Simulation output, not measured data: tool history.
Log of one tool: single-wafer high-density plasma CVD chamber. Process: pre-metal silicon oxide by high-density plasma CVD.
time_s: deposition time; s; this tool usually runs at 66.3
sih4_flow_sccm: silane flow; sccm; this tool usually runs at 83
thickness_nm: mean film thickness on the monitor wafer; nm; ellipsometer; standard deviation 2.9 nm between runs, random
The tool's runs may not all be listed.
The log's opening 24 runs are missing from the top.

run,day,time_s,sih4_flow_sccm,wafers since the last listed run,hours since the silane flow controller was replaced,hours since the gauge calibration,"read-back reference wafer on the same gauge, thickness_nm",thickness_nm
25,93.567,71.2,83,1096,647.1,1277.7,498.277,585.796
26,97.188,66.3,83,1001,734,1364.6,497.297,546.461
27,101.433,71.3,73,1174,835.9,1466.5,496.444,518.353
28,105.425,75.2,72,1104,931.7,1562.3,497.445,542.355
29,108.325,72.2,83,802,1001.3,1631.9,496.141,598.155
30,110.588,66.3,83,625,1055.6,1686.2,496.775,548.458
31,115.067,66.3,83,1239,1163.1,1793.7,497.603,556.066
32,119.046,76.9,69,1100,1258.6,1889.2,497.982,536.505
33,122.846,56.7,75,1051,1349.8,1980.4,498.018,429.111

Consider 5 possible next runs. They are alternatives, not a sequence: every one starts from the tool as it was left by run 33. What does each give?
A,122.862,57.3,83,4,1350.2,1980.8,?,?
B,122.862,77.8,97,4,1350.2,1980.8,?,?
C,122.862,70.6,96,4,1350.2,1980.8,?,?
D,122.862,60.2,83,4,1350.2,1980.8,?,?
E,122.862,77.7,99,4,1350.2,1980.8,?,?

run,"read-back reference wafer on the same gauge, thickness_nm",thickness_nm
A,496.799,477.47
B,496.799,752.733
C,496.799,676.302
D,496.799,501.635
E,496.799,766.666
With the hidden condition removed and each run's random variation left untouched, the same runs would have given:
run,thickness_nm
A,462.233
B,728.712
C,654.72
D,485.627
E,742.2
